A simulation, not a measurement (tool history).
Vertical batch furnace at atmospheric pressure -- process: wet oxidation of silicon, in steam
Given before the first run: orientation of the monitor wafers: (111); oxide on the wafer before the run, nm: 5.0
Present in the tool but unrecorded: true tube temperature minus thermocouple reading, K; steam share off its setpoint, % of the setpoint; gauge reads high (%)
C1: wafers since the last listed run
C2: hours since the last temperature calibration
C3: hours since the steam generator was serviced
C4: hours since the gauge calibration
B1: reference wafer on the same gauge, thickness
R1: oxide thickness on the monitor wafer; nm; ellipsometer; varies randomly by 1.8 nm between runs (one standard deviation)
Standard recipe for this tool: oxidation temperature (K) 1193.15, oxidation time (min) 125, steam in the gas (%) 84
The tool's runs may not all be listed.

run 1 hour=0 | oxidation_temperature_(K)=1200.15 oxidation_time_(min)=125 steam_in_the_gas_(%)=84 | C1=0 C2=2566.9 C3=3546.8 C4=92.7 | B1=438.98 | R1=480.68
run 2 hour=20.4 | oxidation_temperature_(K)=1181.15 oxidation_time_(min)=125 steam_in_the_gas_(%)=84 | C1=127 C2=2587.3 C3=3567.2 C4=113.1 | B1=439.28 | R1=413.36
run 3 hour=45.7 | oxidation_temperature_(K)=1181.15 oxidation_time_(min)=125 steam_in_the_gas_(%)=84 | C1=157 C2=2612.6 C3=3592.5 C4=138.4 | B1=438.57 | R1=414.35
run 4 hour=69.8 | oxidation_temperature_(K)=1193.15 oxidation_time_(min)=86 steam_in_the_gas_(%)=84 | C1=150 C2=2636.7 C3=3616.6 C4=162.5 | B1=439.16 | R1=349.92
-- hour=101.1 thermocouples replaced and temperature profile calibrated
run 5 hour=101.6 | oxidation_temperature_(K)=1193.15 oxidation_time_(min)=86 steam_in_the_gas_(%)=84 | C1=48 C2=0.5 C3=3648.4 C4=194.3 | B1=438.51 | R1=350.99
run 6 hour=115 | oxidation_temperature_(K)=1193.15 oxidation_time_(min)=86 steam_in_the_gas_(%)=84 | C1=83 C2=13.9 C3=3661.8 C4=207.7 | B1=438.93 | R1=348.36
-- hour=120.6 gauge calibrated
-- hour=146.4 steam generator serviced
run 7 hour=146.9 | oxidation_temperature_(K)=1193.15 oxidation_time_(min)=154 steam_in_the_gas_(%)=84 | C1=49 C2=45.8 C3=0.5 C4=26.3 | B1=438.94 | R1=525.6
run 8 hour=153.2 | oxidation_temperature_(K)=1182.15 oxidation_time_(min)=125 steam_in_the_gas_(%)=95 | C1=39 C2=52.1 C3=6.8 C4=32.6 | B1=439.36 | R1=455.08
run 9 hour=170.1 | oxidation_temperature_(K)=1193.15 oxidation_time_(min)=125 steam_in_the_gas_(%)=91 | C1=105 C2=69 C3=23.7 C4=49.5 | B1=438.59 | R1=481.86
run 10 hour=186 | oxidation_temperature_(K)=1182.15 oxidation_time_(min)=125 steam_in_the_gas_(%)=95 | C1=99 C2=84.9 C3=39.6 C4=65.4 | B1=439.22 | R1=457.09
run 11 hour=210.5 | oxidation_temperature_(K)=1211.15 oxidation_time_(min)=125 steam_in_the_gas_(%)=74 | C1=152 C2=109.4 C3=64.1 C4=89.9 | B1=439.15 | R1=476.9
run 12 hour=223.7 | oxidation_temperature_(K)=1179.15 oxidation_time_(min)=147 steam_in_the_gas_(%)=80 | C1=82 C2=122.6 C3=77.3 C4=103.1 | B1=439.13 | R1=440.58
run 13 hour=244.8 | oxidation_temperature_(K)=1184.15 oxidation_time_(min)=75.5 steam_in_the_gas_(%)=92 | C1=131 C2=143.7 C3=98.4 C4=124.2 | B1=438.7 | R1=313.4
-- hour=296.3 gauge calibrated
run 14 hour=296.4 | oxidation_temperature_(K)=1173.15 oxidation_time_(min)=125 steam_in_the_gas_(%)=84 | C1=321 C2=195.3 C3=150 C4=0.1 | B1=439.63 | R1=381.67

Each row is a separate what-if for the run after 14, all from the same tool condition, not one after another. Results?
run A hour=302.7 | oxidation_temperature_(K)=1193.15 oxidation_time_(min)=125 steam_in_the_gas_(%)=84 | C1=39 C2=201.6 C3=156.3 C4=6.4 | B1=? | R1=?
run B hour=302.7 | oxidation_temperature_(K)=1181.15 oxidation_time_(min)=101.5 steam_in_the_gas_(%)=87 | C1=39 C2=201.6 C3=156.3 C4=6.4 | B1=? | R1=?
run C hour=302.7 | oxidation_temperature_(K)=1179.15 oxidation_time_(min)=73.5 steam_in_the_gas_(%)=89 | C1=39 C2=201.6 C3=156.3 C4=6.4 | B1=? | R1=?

run=A B1=438.92 R1=451.69
run=B B1=438.92 R1=361.05
run=C B1=438.92 R1=282.84
Without the tool's hidden state the same runs would have given:
run=A R1=451.69
run=B R1=361.05
run=C R1=282.84

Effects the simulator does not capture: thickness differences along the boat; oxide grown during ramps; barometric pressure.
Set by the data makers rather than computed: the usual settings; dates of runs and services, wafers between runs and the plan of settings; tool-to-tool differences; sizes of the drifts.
